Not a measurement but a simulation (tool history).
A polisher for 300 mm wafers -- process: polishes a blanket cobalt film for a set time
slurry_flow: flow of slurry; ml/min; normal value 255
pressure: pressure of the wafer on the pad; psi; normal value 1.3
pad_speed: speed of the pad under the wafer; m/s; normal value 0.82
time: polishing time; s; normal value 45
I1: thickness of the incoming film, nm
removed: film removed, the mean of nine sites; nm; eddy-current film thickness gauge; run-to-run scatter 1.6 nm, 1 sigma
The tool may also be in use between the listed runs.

{"run": 1, "hour": 0.0, "slurry_flow": 255, "pressure": 1.3, "pad_speed": 0.82, "time": 40, "I1": 1441.7, "removed": 95.7}
{"run": 2, "hour": 17.3, "slurry_flow": 255, "pressure": 1.3, "pad_speed": 0.82, "time": 45, "I1": 1443.9, "removed": 109.5}
{"run": 3, "hour": 34.1, "slurry_flow": 255, "pressure": 1.3, "pad_speed": 0.82, "time": 45, "I1": 1436.5, "removed": 103.5}
{"run": 4, "hour": 46.9, "slurry_flow": 255, "pressure": 1.3, "pad_speed": 0.82, "time": 45, "I1": 1420.2, "removed": 107.4}
{"run": 5, "hour": 59.5, "slurry_flow": 255, "pressure": 1.3, "pad_speed": 0.82, "time": 45, "I1": 1441.8, "removed": 102.6}
{"run": 6, "hour": 75.9, "slurry_flow": 255, "pressure": 1.3, "pad_speed": 0.82, "time": 45, "I1": 1434.6, "removed": 106.2}
{"run": 7, "hour": 92.3, "slurry_flow": 255, "pressure": 1.3, "pad_speed": 0.82, "time": 45, "I1": 1460.1, "removed": 99.1}
{"run": 8, "hour": 109.1, "slurry_flow": 255, "pressure": 1.3, "pad_speed": 0.82, "time": 45, "I1": 1463.9, "removed": 99}
{"run": 9, "hour": 122.7, "slurry_flow": 255, "pressure": 1.3, "pad_speed": 0.82, "time": 51, "I1": 1460.4, "removed": 111.4}
{"hour": 138.8, "done": "worn pad replaced by a new one"}
{"run": 10, "hour": 139.3, "slurry_flow": 255, "pressure": 1.3, "pad_speed": 0.82, "time": 45, "I1": 1427.5, "removed": 110.8}
{"run": 11, "hour": 171.8, "slurry_flow": 280, "pressure": 1.3, "pad_speed": 0.82, "time": 45, "I1": 1444.5, "removed": 111}
{"hour": 175.6, "done": "slurry nozzle cleaned"}
{"run": 12, "hour": 187.6, "slurry_flow": 280, "pressure": 1.3, "pad_speed": 0.82, "time": 45, "I1": 1435.2, "removed": 104.4}
{"run": 13, "hour": 196.0, "slurry_flow": 280, "pressure": 1.3, "pad_speed": 0.82, "time": 45, "I1": 1443.6, "removed": 103.8}
{"run": 14, "hour": 209.4, "slurry_flow": 255, "pressure": 1.3, "pad_speed": 0.82, "time": 45, "I1": 1430.8, "removed": 106.4}
{"run": 15, "hour": 221.0, "slurry_flow": 255, "pressure": 1.3, "pad_speed": 1.08, "time": 45, "I1": 1422.9, "removed": 126.6}
{"run": 16, "hour": 237.4, "slurry_flow": 255, "pressure": 1.3, "pad_speed": 0.82, "time": 45, "I1": 1441, "removed": 100.2}
{"run": 17, "hour": 249.2, "slurry_flow": 230, "pressure": 1.6, "pad_speed": 0.56, "time": 39, "I1": 1431.3, "removed": 82.4}
{"run": 18, "hour": 261.0, "slurry_flow": 325, "pressure": 1.1, "pad_speed": 0.56, "time": 40, "I1": 1434.3, "removed": 59.6}
{"hour": 265.9, "done": "worn pad replaced by a new one"}
{"run": 19, "hour": 271.9, "slurry_flow": 255, "pressure": 1.7, "pad_speed": 0.82, "time": 37, "I1": 1438.4, "removed": 114.7}
{"run": 20, "hour": 284.0, "slurry_flow": 335, "pressure": 1.7, "pad_speed": 0.56, "time": 56, "I1": 1444.5, "removed": 141.2}
{"run": 21, "hour": 293.4, "slurry_flow": 255, "pressure": 1.3, "pad_speed": 0.82, "time": 45, "I1": 1448.2, "removed": 107.6}
{"hour": 296.7, "done": "head pressure recalibrated"}
{"run": 22, "hour": 305.5, "slurry_flow": 255, "pressure": 1.2, "pad_speed": 0.82, "time": 45, "I1": 1434.3, "removed": 99.4}
{"run": 23, "hour": 315.3, "slurry_flow": 185, "pressure": 1, "pad_speed": 0.64, "time": 45, "I1": 1426.6, "removed": 67.8}
{"run": 24, "hour": 328.6, "slurry_flow": 330, "pressure": 1.3, "pad_speed": 0.66, "time": 54, "I1": 1471.7, "removed": 112.6}
{"run": 25, "hour": 336.9, "slurry_flow": 255, "pressure": 1.3, "pad_speed": 0.82, "time": 45, "I1": 1432.5, "removed": 102.5}
{"run": 26, "hour": 353.9, "slurry_flow": 255, "pressure": 1.3, "pad_speed": 0.82, "time": 45, "I1": 1467.2, "removed": 102.5}
{"run": 27, "hour": 368.3, "slurry_flow": 210, "pressure": 1, "pad_speed": 1.04, "time": 45, "I1": 1432.3, "removed": 91.1}
{"run": 28, "hour": 374.4, "slurry_flow": 200, "pressure": 1.6, "pad_speed": 0.82, "time": 45, "I1": 1423.3, "removed": 122}

Forecast each of these 5 alternatives for the next run:
{"run": "A", "hour": 374.8, "slurry_flow": 255, "pressure": 1.6, "pad_speed": 0.82, "time": 45, "I1": 1461.3, "removed": "?"}
{"run": "B", "hour": 374.8, "slurry_flow": 335, "pressure": 1.1, "pad_speed": 0.64, "time": 45, "I1": 1461.3, "removed": "?"}
{"run": "C", "hour": 374.8, "slurry_flow": 255, "pressure": 1.3, "pad_speed": 0.56, "time": 30, "I1": 1461.3, "removed": "?"}
{"run": "D", "hour": 374.8, "slurry_flow": 255, "pressure": 1.4, "pad_speed": 0.66, "time": 45, "I1": 1461.3, "removed": "?"}
{"run": "E", "hour": 374.8, "slurry_flow": 255, "pressure": 1.3, "pad_speed": 0.66, "time": 45, "I1": 1461.3, "removed": "?"}

run=A removed=122.6
run=B removed=73.3
run=C removed=52.4
run=D removed=93.3
run=E removed=86.7
What these runs would have given with no unlogged condition in the tool:
run=A removed=137.3
run=B removed=82.1
run=C removed=58.7
run=D removed=104.5
run=E removed=97
